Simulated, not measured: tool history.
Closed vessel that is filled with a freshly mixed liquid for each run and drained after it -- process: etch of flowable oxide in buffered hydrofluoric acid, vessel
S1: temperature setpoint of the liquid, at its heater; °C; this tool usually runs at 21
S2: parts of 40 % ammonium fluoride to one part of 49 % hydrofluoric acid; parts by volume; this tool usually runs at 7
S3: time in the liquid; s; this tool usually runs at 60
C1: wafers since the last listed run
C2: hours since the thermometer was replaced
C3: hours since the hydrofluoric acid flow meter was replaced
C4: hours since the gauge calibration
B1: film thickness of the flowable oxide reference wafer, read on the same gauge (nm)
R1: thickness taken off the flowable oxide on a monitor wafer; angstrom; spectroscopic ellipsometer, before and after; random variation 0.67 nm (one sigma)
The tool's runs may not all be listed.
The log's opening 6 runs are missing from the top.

run	hour	S1	S2	S3	C1	C2	C3	C4	B1	R1
7	197.6	21	7	60	1384	374.8	630.7	317.8	140.02	2077
8	224.4	21	5	40	1854	401.6	657.5	344.6	139.98	1837.7
9	237	21	5	40	871	414.2	670.1	357.2	139.95	1846
10	254.6	21	5	40	1217	431.8	687.7	374.8	139.98	1851.2
11	267	21	7	60	858	444.2	700.1	387.2	140.01	2075.1
12	299.7	21	7	60	2262	476.9	732.8	419.9	140.01	2053.8
13	328.1	21	7	60	1965	505.3	761.2	448.3	140.02	2066.8
14	358.1	21	7	60	2076	535.3	791.2	478.3	139.97	2072.4
15	385.6	21	7	60	1903	562.8	818.7	505.8	140.02	2070.2
16	419.2	21	7	60	2325	596.4	852.3	539.4	140	2068.3
17	454.9	21	8	30	2470	632.1	888	575.1	140	893
# hour 481.2: hydrofluoric acid flow meter replaced
18	527.7	21	7	90	4968	704.9	46.5	647.9	140.01	3034.4
19	551	17.5	8	75	1612	728.2	69.8	671.2	139.96	1797.4
20	572.7	21	9.5	90	1501	749.9	91.5	692.9	139.98	2274.9
# hour 592.8: gauge calibrated
21	598.6	24	8	75	1792	775.8	117.4	5.8	140	2572.4
# hour 621.9: hydrofluoric acid flow meter replaced, repeated, since the last time left the tool worse
22	628.4	21	7	60	1993	805.6	6.5	35.6	140	2110.8
23	642.5	21	7	30	975	819.7	20.6	49.7	140.02	1062.5
24	672.4	21	7	60	2069	849.6	50.5	79.6	139.99	2111.1
# hour 674.8: thermometer replaced
25	685.7	21	7	60	851	10.9	63.8	92.9	140	2107.9
26	715.2	21	8	60	2041	40.4	93.3	122.4	139.99	1827
27	727.4	24	5	60	844	52.6	105.5	134.6	140	3312.9
28	827.1	17	5	45	6899	152.3	205.2	234.3	139.95	1678.8
29	839.8	17	10	60	878	165	217.9	247	140.01	1197
30	868.9	21	7	35	2013	194.1	247	276.1	140.01	1225.5
31	894.8	21	7	60	1792	220	272.9	302	140.02	2101.9

Branching from run 31: 3 alternative next runs. What would each branch give?
A	895.5	21	7	60	48	220.7	273.6	302.7	?	?
B	895.5	17	8.5	40	48	220.7	273.6	302.7	?	?
C	895.5	21	7	75	48	220.7	273.6	302.7	?	?

run	B1	R1
A	140	2096.7
B	140	904.4
C	140	2620.9
Without the tool's hidden state the same runs would have given:
run	R1
A	2113.5
B	911.6
C	2641.9

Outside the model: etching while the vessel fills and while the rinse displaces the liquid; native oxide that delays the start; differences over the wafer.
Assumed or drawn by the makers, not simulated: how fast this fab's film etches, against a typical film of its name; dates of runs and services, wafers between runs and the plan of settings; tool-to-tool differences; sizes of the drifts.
